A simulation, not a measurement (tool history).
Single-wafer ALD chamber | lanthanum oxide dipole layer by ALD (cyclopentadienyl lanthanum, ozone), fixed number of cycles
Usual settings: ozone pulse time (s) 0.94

run     day  ozone pulse time (s)  wafers since the last listed run  hours since the last thermocouple change  hours since the last ozone generator service  hours since the showerhead was replaced  hours since the gauge calibration  read-back reference wafer on the same gauge, thickness_nm  mean film thickness on the monitor wafer (angstrom)
  1   0.000                  0.73                                 0                                    2183.2                                        1569.2                                   3498.1                              265.4                                                      0.428                                                 3.93
  2   0.646                  0.73                               201                                    2198.7                                        1584.7                                   3513.6                              280.9                                                      0.427                                                 3.94
  3   0.933                  1.08                                89                                    2205.6                                        1591.6                                   3520.5                              287.8                                                      0.427                                                 4.90
  4   1.296                  1.08                               112                                    2214.3                                        1600.3                                   3529.2                              296.5                                                      0.427                                                 4.89
  5   1.658                  1.08                               112                                    2223.0                                        1609.0                                   3537.9                              305.2                                                      0.428                                                 4.89
  6   2.104                  0.79                               138                                    2233.7                                        1619.7                                   3548.6                              315.9                                                      0.427                                                 4.15
  7   2.800                  0.79                               216                                    2250.4                                        1636.4                                   3565.3                              332.6                                                      0.427                                                 4.14
  8   3.496                  0.79                               216                                    2267.1                                        1653.1                                   3582.0                              349.3                                                      0.427                                                 4.16
  9   4.025                  0.94                               164                                    2279.8                                        1665.8                                   3594.7                              362.0                                                      0.427                                                 4.55
 10   4.417                  0.94                               122                                    2289.2                                        1675.2                                   3604.1                              371.4                                                      0.427                                                 4.57
 11   5.029                  0.94                               190                                    2303.9                                        1689.9                                   3618.8                              386.1                                                      0.427                                                 4.56
 12   5.900                  0.94                               271                                    2324.8                                        1710.8                                   3639.7                              407.0                                                      0.427                                                 4.58
      6.871  -- ozone generator serviced
 13   6.892                  0.94                               205                                    2348.6                                           0.5                                   3663.5                              430.8                                                      0.428                                                 4.98
 14   6.942                  0.94                                15                                    2349.8                                           1.7                                   3664.7                              432.0                                                      0.427                                                 4.95
 15   7.442                  0.94                               155                                    2361.8                                          13.7                                   3676.7                              444.0                                                      0.427                                                 4.97
 16   7.967                  0.94                               163                                    2374.4                                          26.3                                   3689.3                              456.6                                                      0.427                                                 4.97
 17   8.371                  0.79                               125                                    2384.1                                          36.0                                   3699.0                              466.3                                                      0.427                                                 4.58
 18   8.625                  0.94                                79                                    2390.2                                          42.1                                   3705.1                              472.4                                                      0.427                                                 4.94
 19   9.108                  1.17                               150                                    2401.8                                          53.7                                   3716.7                              484.0                                                      0.427                                                 5.34
 20   9.708                  0.70                               186                                    2416.2                                          68.1                                   3731.1                              498.4                                                      0.427                                                 4.24
     10.121  -- thermocouple changed; heater temperature recalibrated
 21  10.142                  0.78                                31                                       0.5                                          78.5                                   3741.5                              508.8                                                      0.427                                                 4.52
 22  10.392                  1.14                                77                                       6.5                                          84.5                                   3747.5                              514.8                                                      0.427                                                 5.28
 23  10.821                  0.61                               133                                      16.8                                          94.8                                   3757.8                              525.1                                                      0.427                                                 3.84
     10.896  -- gauge calibrated
 24  11.271                  0.79                               140                                      27.6                                         105.6                                   3768.6                                9.0                                                      0.427                                                 4.52
 25  11.971                  0.94                               218                                      44.4                                         122.4                                   3785.4                               25.8                                                      0.427                                                 4.92
     12.725  -- showerhead replaced
 26  12.746                  0.94                               137                                      63.0                                         141.0                                      0.5                               44.4                                                      0.427                                                 4.93
 27  13.000                  0.60                                79                                      69.1                                         147.1                                      6.6                               50.5                                                      0.427                                                 3.77
 28  13.367                  1.31                               114                                      77.9                                         155.9                                     15.4                               59.3                                                      0.427                                                 5.46
 29  13.704                  0.65                               105                                      86.0                                         164.0                                     23.5                               67.4                                                      0.427                                                 4.01
 30  14.175                  1.08                               146                                      97.3                                         175.3                                     34.8                               78.7                                                      0.427                                                 5.16
 31  14.692                  1.19                               160                                     109.7                                         187.7                                     47.2                               91.1                                                      0.427                                                 5.33
 32  15.412                  0.94                               224                                     127.0                                         205.0                                     64.5                              108.4                                                      0.427                                                 4.87
 33  15.712                  0.75                                93                                     134.2                                         212.2                                     71.7                              115.6                                                      0.427                                                 4.36
 34  16.300                  0.63                               183                                     148.3                                         226.3                                     85.8                              129.7                                                      0.427                                                 3.87
 35  16.883                  1.30                               181                                     162.3                                         240.3                                     99.8                              143.7                                                      0.427                                                 5.41

What the log doesn't show, run by run:
wafer temperature above the value expected at the setpoint (K): 0 in every run
gauge reads high (%): 0 in every run
H1: ozone dose above that of a generator just serviced (%)
run      H1
  1   -16.4
  2   -16.4
  3   -16.4
  4   -16.4
  5   -16.4
  6   -16.5
  7   -16.5
  8   -16.5
  9   -16.6
 10   -16.6
 11   -16.6
 12   -16.6
 13  -0.283
 14  -0.315
 15  -0.632
 16  -0.958
 17   -1.21
 18   -1.36
 19   -1.65
 20      -2
 21   -2.24
 22   -2.38
 23   -2.62
 24   -2.87
 25   -3.24
 26   -3.65
 27   -3.78
 28   -3.96
 29   -4.13
 30   -4.36
 31   -4.61
 32   -4.94
 33   -5.08
 34   -5.35
 35    -5.6

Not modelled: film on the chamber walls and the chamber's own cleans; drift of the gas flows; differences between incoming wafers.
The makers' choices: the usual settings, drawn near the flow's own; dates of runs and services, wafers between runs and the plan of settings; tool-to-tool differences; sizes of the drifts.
